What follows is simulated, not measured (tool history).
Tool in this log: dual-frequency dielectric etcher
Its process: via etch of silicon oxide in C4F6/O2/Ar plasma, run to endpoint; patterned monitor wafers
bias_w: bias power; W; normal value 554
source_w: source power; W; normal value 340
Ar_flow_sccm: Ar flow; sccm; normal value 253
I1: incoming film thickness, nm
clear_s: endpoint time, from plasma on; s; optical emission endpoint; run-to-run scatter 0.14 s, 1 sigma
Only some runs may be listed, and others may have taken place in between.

{"run": 1, "hour": 0.0, "bias_w": 554, "source_w": 290, "Ar_flow_sccm": 253, "I1": 107.7, "clear_s": 25.6}
{"run": 2, "hour": 257.2, "bias_w": 554, "source_w": 370, "Ar_flow_sccm": 253, "I1": 108.2, "clear_s": 24.6}
{"hour": 282.9, "done": "upper electrode replaced"}
{"hour": 307.2, "done": "wet clean of the chamber"}
{"run": 3, "hour": 356.4, "bias_w": 637, "source_w": 340, "Ar_flow_sccm": 253, "I1": 107.6, "clear_s": 21.8}
{"run": 4, "hour": 419.9, "bias_w": 554, "source_w": 340, "Ar_flow_sccm": 253, "I1": 107.3, "clear_s": 23.9}
{"hour": 475.4, "done": "Ar flow controller replaced"}
{"run": 5, "hour": 667.6, "bias_w": 554, "source_w": 340, "Ar_flow_sccm": 253, "I1": 107.3, "clear_s": 24.6}
{"run": 6, "hour": 721.3, "bias_w": 490, "source_w": 360, "Ar_flow_sccm": 192, "I1": 107.7, "clear_s": 25.3}
{"run": 7, "hour": 770.0, "bias_w": 496, "source_w": 340, "Ar_flow_sccm": 195, "I1": 108.8, "clear_s": 26}
{"run": 8, "hour": 1088.0, "bias_w": 464, "source_w": 280, "Ar_flow_sccm": 224, "I1": 107.8, "clear_s": 29.1}
{"run": 9, "hour": 1150.0, "bias_w": 462, "source_w": 380, "Ar_flow_sccm": 220, "I1": 107.9, "clear_s": 27}
{"hour": 1238.1, "done": "wet clean of the chamber"}
{"run": 10, "hour": 1238.6, "bias_w": 452, "source_w": 340, "Ar_flow_sccm": 253, "I1": 107.1, "clear_s": 26.8}
{"run": 11, "hour": 1457.1, "bias_w": 554, "source_w": 340, "Ar_flow_sccm": 253, "I1": 108, "clear_s": 23.9}
{"run": 12, "hour": 1512.3, "bias_w": 669, "source_w": 260, "Ar_flow_sccm": 217, "I1": 108.2, "clear_s": 23.1}
{"run": 13, "hour": 1601.6, "bias_w": 554, "source_w": 390, "Ar_flow_sccm": 253, "I1": 107.2, "clear_s": 23.5}
{"run": 14, "hour": 1682.7, "bias_w": 669, "source_w": 260, "Ar_flow_sccm": 217, "I1": 107.5, "clear_s": 22.9}
{"hour": 1708.1, "done": "source power generator calibrated"}
{"run": 15, "hour": 1811.4, "bias_w": 639, "source_w": 340, "Ar_flow_sccm": 229, "I1": 108.6, "clear_s": 22.3}
{"run": 16, "hour": 1865.6, "bias_w": 620, "source_w": 280, "Ar_flow_sccm": 253, "I1": 107.1, "clear_s": 23.9}
{"run": 17, "hour": 1919.4, "bias_w": 554, "source_w": 270, "Ar_flow_sccm": 210, "I1": 108, "clear_s": 25.9}
{"run": 18, "hour": 1984.9, "bias_w": 655, "source_w": 410, "Ar_flow_sccm": 199, "I1": 109, "clear_s": 21}
{"hour": 2062.6, "done": "wet clean of the chamber"}
{"run": 19, "hour": 2063.1, "bias_w": 616, "source_w": 340, "Ar_flow_sccm": 229, "I1": 108.4, "clear_s": 22.4}
{"run": 20, "hour": 2083.6, "bias_w": 668, "source_w": 310, "Ar_flow_sccm": 219, "I1": 107.2, "clear_s": 21.5}
{"run": 21, "hour": 2138.2, "bias_w": 554, "source_w": 340, "Ar_flow_sccm": 253, "I1": 108.4, "clear_s": 24}
{"run": 22, "hour": 2242.3, "bias_w": 669, "source_w": 260, "Ar_flow_sccm": 217, "I1": 108.6, "clear_s": 23}
{"run": 23, "hour": 2328.7, "bias_w": 554, "source_w": 340, "Ar_flow_sccm": 253, "I1": 107.6, "clear_s": 24.3}
{"run": 24, "hour": 2402.5, "bias_w": 554, "source_w": 260, "Ar_flow_sccm": 198, "I1": 107.4, "clear_s": 25.3}
{"run": 25, "hour": 2501.8, "bias_w": 554, "source_w": 290, "Ar_flow_sccm": 217, "I1": 107, "clear_s": 24.7}
{"run": 26, "hour": 2602.9, "bias_w": 624, "source_w": 400, "Ar_flow_sccm": 209, "I1": 108.2, "clear_s": 21.4}
{"run": 27, "hour": 2690.4, "bias_w": 443, "source_w": 340, "Ar_flow_sccm": 212, "I1": 108.3, "clear_s": 28.3}
{"run": 28, "hour": 2791.4, "bias_w": 554, "source_w": 340, "Ar_flow_sccm": 253, "I1": 107.7, "clear_s": 24.5}
{"run": 29, "hour": 2862.8, "bias_w": 675, "source_w": 340, "Ar_flow_sccm": 253, "I1": 108.1, "clear_s": 22.3}

Below, some changes in clear_s between adjacent runs. For each, the amount present without the hidden state too (settings, incoming material, random variation) and the amount remaining for the hidden state with gauge scatter not shared by both compared results:
Hidden state present: etch rate over this chamber's usual, %; bias power that arrives over what is set, %; source power that arrives over what is set, %; Ar flow that arrives over what is set, %.
Run 2 -> 3: bias_w 554 -> 637, source_w 370 -> 340, upper electrode replaced, wet clean of the chamber. clear_s -2.8 s: hidden state -1.1, all else -1.7.
Run 9 -> 10: bias_w 462 -> 452, source_w 380 -> 340, Ar_flow_sccm 220 -> 253, wet clean of the chamber. clear_s -0.2 s: hidden state -1.5, all else +1.3.
Run 17 -> 18: bias_w 554 -> 655, source_w 270 -> 410, Ar_flow_sccm 210 -> 199. clear_s -4.9 s: hidden state +0, all else -4.9.
Run 26 -> 27: bias_w 624 -> 443, source_w 400 -> 340, Ar_flow_sccm 209 -> 212. clear_s +6.9 s: hidden state +0.3, all else +6.6.
